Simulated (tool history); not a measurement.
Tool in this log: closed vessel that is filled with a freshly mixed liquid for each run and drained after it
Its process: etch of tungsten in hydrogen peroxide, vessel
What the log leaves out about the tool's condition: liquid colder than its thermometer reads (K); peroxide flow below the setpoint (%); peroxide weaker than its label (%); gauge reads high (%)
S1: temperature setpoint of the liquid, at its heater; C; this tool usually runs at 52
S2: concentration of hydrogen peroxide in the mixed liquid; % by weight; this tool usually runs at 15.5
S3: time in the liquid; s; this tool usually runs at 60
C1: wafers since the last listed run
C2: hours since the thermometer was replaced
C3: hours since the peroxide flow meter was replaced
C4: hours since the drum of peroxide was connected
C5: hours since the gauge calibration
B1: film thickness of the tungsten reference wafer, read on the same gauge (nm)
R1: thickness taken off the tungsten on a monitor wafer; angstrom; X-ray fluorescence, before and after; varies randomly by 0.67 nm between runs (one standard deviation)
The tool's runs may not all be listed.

run,hour,S1,S2,S3,C1,C2,C3,C4,C5,B1,R1
1,0,52,15.5,60,0,1158.1,1065.7,186.8,1604.4,29.95,899.3
2,66.2,52,15.5,60,8045,1224.3,1131.9,253,1670.6,29.99,910.1
3,124.5,59,15.5,60,7085,1282.6,1190.2,311.3,1728.9,29.98,1372.4
4,171.3,52,15.5,60,5687,1329.4,1237,358.1,1775.7,30,896.6
# hour 177.3: thermometer replaced
5,200.2,52,17.5,60,3390,22.9,1265.9,387,1804.6,30.01,1018.6
# hour 226.6: peroxide flow meter replaced
6,253.7,52,15.5,35,6380,76.4,27.1,440.5,1858.1,30.02,551.2
# hour 303.2: new drum of peroxide connected
7,317.6,52,15.5,35,7644,140.3,91,14.4,1922,30.01,556.1
8,355.1,54.5,15.5,60,4557,177.8,128.5,51.9,1959.5,29.98,1088.8
9,405.3,52,15.5,60,6100,228,178.7,102.1,2009.7,30.02,948.9
10,453.4,52,15.5,60,5845,276.1,226.8,150.2,2057.8,29.98,938.2
11,479.4,46.5,12.5,75,3159,302.1,252.8,176.2,2083.8,29.99,749.4
12,536.7,59,18.5,70,6963,359.4,310.1,233.5,2141.1,30,1813.3
# hour 574.5: gauge calibrated
13,584.6,56,15.5,85,5821,407.3,358,281.4,10.1,30.04,1694.9
14,610.9,52,15.5,60,3196,433.6,384.3,307.7,36.4,29.98,939
15,662.4,45,13.5,30,6258,485.1,435.8,359.2,87.9,30.01,281.1
# hour 780.3: new drum of peroxide connected
16,871.3,52,15.5,60,25265,694,644.7,91,296.8,29.97,926.3
17,896.9,52,14,60,3111,719.6,670.3,116.6,322.4,30.04,873.9
18,941.3,52,15.5,60,5395,764,714.7,161,366.8,30.01,915.5
19,990.4,52,15.5,70,5967,813.1,763.8,210.1,415.9,30.02,1055.6
20,1042.4,47.5,15.5,30,6319,865.1,815.8,262.1,467.9,29.99,346.9
21,1107.6,48.5,15.5,35,7923,930.3,881,327.3,533.1,29.99,429.5
22,1137,44,15.5,90,3572,959.7,910.4,356.7,562.5,29.97,829.4
23,1204.3,45,13,45,8178,1027,977.7,424,629.8,29.98,409.7
# hour 1225.7: new drum of peroxide connected
24,1231.6,49,17.5,95,3196,1054.3,1005,5.9,657.1,29.99,1280.1
25,1261.8,52,15.5,60,3670,1084.5,1035.2,36.1,687.3,29.98,909.8
26,1318.2,52,13.5,40,6854,1140.9,1091.6,92.5,743.7,29.99,567.9
27,1348.9,52,15.5,60,3730,1171.6,1122.3,123.2,774.4,29.99,917.3
28,1383.3,61,20,35,4180,1206,1156.7,157.6,808.8,30,1009
29,1424,57.5,15.5,60,4946,1246.7,1197.4,198.3,849.5,29.97,1257.9

Selected run-to-run steps in R1, each split into two signed amounts: the part the tool would show with no hidden state at all (from settings, incoming material and random variation), and the remainder, which goes to the hidden state together with any gauge scatter not common to the measured and the hidden-state-free results:
Run 4 -> 5: S2 15.5 -> 17.5, thermometer replaced. R1 +122 angstrom: hidden state +56.2, all else +65.8.
Run 11 -> 12: S1 46.5 -> 59, S2 12.5 -> 18.5, S3 75 -> 70. R1 +1063.9 angstrom: hidden state -21.3, all else +1085.2.
Run 23 -> 24: S1 45 -> 49, S2 13 -> 17.5, S3 45 -> 95, new drum of peroxide connected. R1 +870.4 angstrom: hidden state -45.1, all else +915.5.
